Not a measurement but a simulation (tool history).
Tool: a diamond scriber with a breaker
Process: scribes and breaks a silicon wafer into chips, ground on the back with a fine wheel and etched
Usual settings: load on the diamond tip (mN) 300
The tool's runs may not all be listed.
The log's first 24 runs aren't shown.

| run | day | load on the diamond tip (mN) | incoming depth of the damage left on the back of the incoming wafer, um | depth of the median crack under the scribed line (nm) | chips rejected at inspection after the break (%) |
|---|---|---|---|---|---|
| 25 | 21.071 | 300 | 0.44 | 8920 | 4.2 |
|  | 21.608 | diamond tip replaced by a new one |
| 26 | 22.117 | 300 | 0.78 | 7900 | 10.46 |
| 27 | 23.583 | 331 | 0.5 | 8520 | 7.23 |
| 28 | 24.362 | 249 | 0.35 | 7220 | 19.47 |
| 29 | 25.742 | 332 | 0.48 | 8170 | 8.68 |
| 30 | 26.304 | 386 | 0.62 | 8920 | 4.17 |
| 31 | 27.038 | 345 | 0.76 | 8350 | 7.95 |
| 32 | 27.967 | 300 | 0.41 | 7880 | 12.85 |
| 33 | 28.688 | 254 | 0.77 | 7130 | 21.75 |
|  | 29.488 | diamond tip replaced by a new one, repeated, since the last time left the tool worse |
| 34 | 30.167 | 347 | 0.61 | 10520 | 2.41 |
| 35 | 31.125 | 242 | 0.78 | 9050 | 4.27 |
| 36 | 32.375 | 332 | 0.4 | 10440 | 1.73 |
| 37 | 32.879 | 300 | 0.63 | 10070 | 1.63 |
| 38 | 36.275 | 388 | 0.39 | 11090 | 3.5 |

Forecast run 39:
| 39 | 37.217 | 300 | 0.6 | ? | ? |

{"run 39": {"depth of the median crack under the scribed line (nm)": 9660, "chips rejected at inspection after the break (%)": 1.93}}
Without the tool's hidden state the same run would have given depth of the median crack under the scribed line (nm) 10050, chips rejected at inspection after the break (%) 1.6.
